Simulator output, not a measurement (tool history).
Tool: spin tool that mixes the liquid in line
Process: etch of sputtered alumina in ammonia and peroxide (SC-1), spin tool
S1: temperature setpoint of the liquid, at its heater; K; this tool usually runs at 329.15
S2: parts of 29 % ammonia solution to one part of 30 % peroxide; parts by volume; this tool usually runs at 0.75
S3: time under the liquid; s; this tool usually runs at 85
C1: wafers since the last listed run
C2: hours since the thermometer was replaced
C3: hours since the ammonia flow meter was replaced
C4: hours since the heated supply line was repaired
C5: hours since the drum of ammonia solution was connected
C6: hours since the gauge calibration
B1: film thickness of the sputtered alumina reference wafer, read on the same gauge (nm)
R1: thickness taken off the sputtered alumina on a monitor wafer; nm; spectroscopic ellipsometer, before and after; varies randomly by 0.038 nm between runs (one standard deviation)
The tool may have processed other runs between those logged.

run 1 hour=0.0 | S1=329.15 S2=0.75 S3=65 | C1=0 C2=805.6 C3=1914.9 C4=3826.4 C5=178.7 C6=47.5 | B1=109.991 | R1=3.492
run 2 hour=17.3 | S1=329.15 S2=0.75 S3=85 | C1=170 C2=822.9 C3=1932.2 C4=3843.7 C5=196.0 C6=64.8 | B1=109.996 | R1=4.556
run 3 hour=52.2 | S1=329.15 S2=0.50 S3=85 | C1=344 C2=857.8 C3=1967.1 C4=3878.6 C5=230.9 C6=99.7 | B1=109.994 | R1=4.280
run 4 hour=86.7 | S1=322.65 S2=0.55 S3=85 | C1=340 C2=892.3 C3=2001.6 C4=3913.1 C5=265.4 C6=134.2 | B1=110.019 | R1=3.050
run 5 hour=106.1 | S1=329.15 S2=0.75 S3=85 | C1=191 C2=911.7 C3=2021.0 C4=3932.5 C5=284.8 C6=153.6 | B1=110.009 | R1=4.494
run 6 hour=138.6 | S1=329.15 S2=0.75 S3=85 | C1=320 C2=944.2 C3=2053.5 C4=3965.0 C5=317.3 C6=186.1 | B1=110.005 | R1=4.493
-- hour=155.2 heated supply line repaired
run 7 hour=158.8 | S1=329.15 S2=0.45 S3=105 | C1=189 C2=964.4 C3=2073.7 C4=3.6 C5=337.5 C6=206.3 | B1=110.008 | R1=4.857
run 8 hour=175.3 | S1=329.15 S2=0.75 S3=85 | C1=162 C2=980.9 C3=2090.2 C4=20.1 C5=354.0 C6=222.8 | B1=109.999 | R1=4.109
-- hour=176.6 thermometer replaced
run 9 hour=203.4 | S1=329.15 S2=0.75 S3=85 | C1=267 C2=26.8 C3=2118.3 C4=48.2 C5=382.1 C6=250.9 | B1=110.017 | R1=4.119
run 10 hour=223.7 | S1=329.15 S2=0.75 S3=85 | C1=200 C2=47.1 C3=2138.6 C4=68.5 C5=402.4 C6=271.2 | B1=110.002 | R1=4.113
-- hour=235.8 ammonia flow meter replaced
run 11 hour=241.3 | S1=336.15 S2=0.75 S3=85 | C1=163 C2=64.7 C3=5.5 C4=86.1 C5=420.0 C6=288.8 | B1=110.003 | R1=5.942
-- hour=255.2 heated supply line repaired, repeated, since the last time left the tool worse
run 12 hour=273.5 | S1=329.15 S2=1.00 S3=85 | C1=307 C2=96.9 C3=37.7 C4=18.3 C5=452.2 C6=321.0 | B1=110.006 | R1=5.469
run 13 hour=303.2 | S1=329.15 S2=0.40 S3=85 | C1=292 C2=126.6 C3=67.4 C4=48.0 C5=481.9 C6=350.7 | B1=109.998 | R1=4.987
-- hour=313.3 new drum of ammonia solution connected
run 14 hour=324.6 | S1=335.65 S2=0.65 S3=65 | C1=201 C2=148.0 C3=88.8 C4=69.4 C5=11.3 C6=372.1 | B1=110.015 | R1=5.658
-- hour=325.9 gauge calibrated
run 15 hour=349.3 | S1=329.15 S2=0.75 S3=85 | C1=243 C2=172.7 C3=113.5 C4=94.1 C5=36.0 C6=23.4 | B1=109.989 | R1=5.194
run 16 hour=382.8 | S1=329.15 S2=0.75 S3=85 | C1=330 C2=206.2 C3=147.0 C4=127.6 C5=69.5 C6=56.9 | B1=109.989 | R1=5.299
run 17 hour=397.8 | S1=329.15 S2=0.75 S3=125 | C1=147 C2=221.2 C3=162.0 C4=142.6 C5=84.5 C6=71.9 | B1=109.996 | R1=7.703
run 18 hour=417.4 | S1=336.65 S2=0.75 S3=110 | C1=193 C2=240.8 C3=181.6 C4=162.2 C5=104.1 C6=91.5 | B1=110.005 | R1=10.004
run 19 hour=431.5 | S1=321.65 S2=0.85 S3=85 | C1=139 C2=254.9 C3=195.7 C4=176.3 C5=118.2 C6=105.6 | B1=110.002 | R1=3.574
run 20 hour=456.8 | S1=329.15 S2=0.75 S3=85 | C1=249 C2=280.2 C3=221.0 C4=201.6 C5=143.5 C6=130.9 | B1=110.011 | R1=5.193
run 21 hour=479.8 | S1=323.15 S2=0.75 S3=85 | C1=226 C2=303.2 C3=244.0 C4=224.6 C5=166.5 C6=153.9 | B1=110.010 | R1=3.771
run 22 hour=491.9 | S1=326.65 S2=0.75 S3=125 | C1=119 C2=315.3 C3=256.1 C4=236.7 C5=178.6 C6=166.0 | B1=110.005 | R1=6.725
run 23 hour=526.5 | S1=333.65 S2=0.90 S3=120 | C1=341 C2=349.9 C3=290.7 C4=271.3 C5=213.2 C6=200.6 | B1=110.014 | R1=9.408
run 24 hour=559.5 | S1=323.65 S2=0.45 S3=115 | C1=325 C2=382.9 C3=323.7 C4=304.3 C5=246.2 C6=233.6 | B1=110.002 | R1=4.962
run 25 hour=579.9 | S1=335.65 S2=0.45 S3=135 | C1=201 C2=403.3 C3=344.1 C4=324.7 C5=266.6 C6=254.0 | B1=109.994 | R1=11.060

Here are 3 independent what-if runs from the current tool condition. What would each one return?
run A hour=580.3 | S1=329.15 S2=0.75 S3=85 | C1=3 C2=403.7 C3=344.5 C4=325.1 C5=267.0 C6=254.4 | B1=? | R1=?
run B hour=580.3 | S1=324.65 S2=0.75 S3=50 | C1=3 C2=403.7 C3=344.5 C4=325.1 C5=267.0 C6=254.4 | B1=? | R1=?
run C hour=580.3 | S1=329.15 S2=0.75 S3=55 | C1=3 C2=403.7 C3=344.5 C4=325.1 C5=267.0 C6=254.4 | B1=? | R1=?

run=A B1=110.002 R1=5.187
run=B B1=110.002 R1=2.395
run=C B1=110.002 R1=3.356
Had the tool no hidden state, the same runs would have come out as:
run=A R1=5.374
run=B R1=2.484
run=C R1=3.477
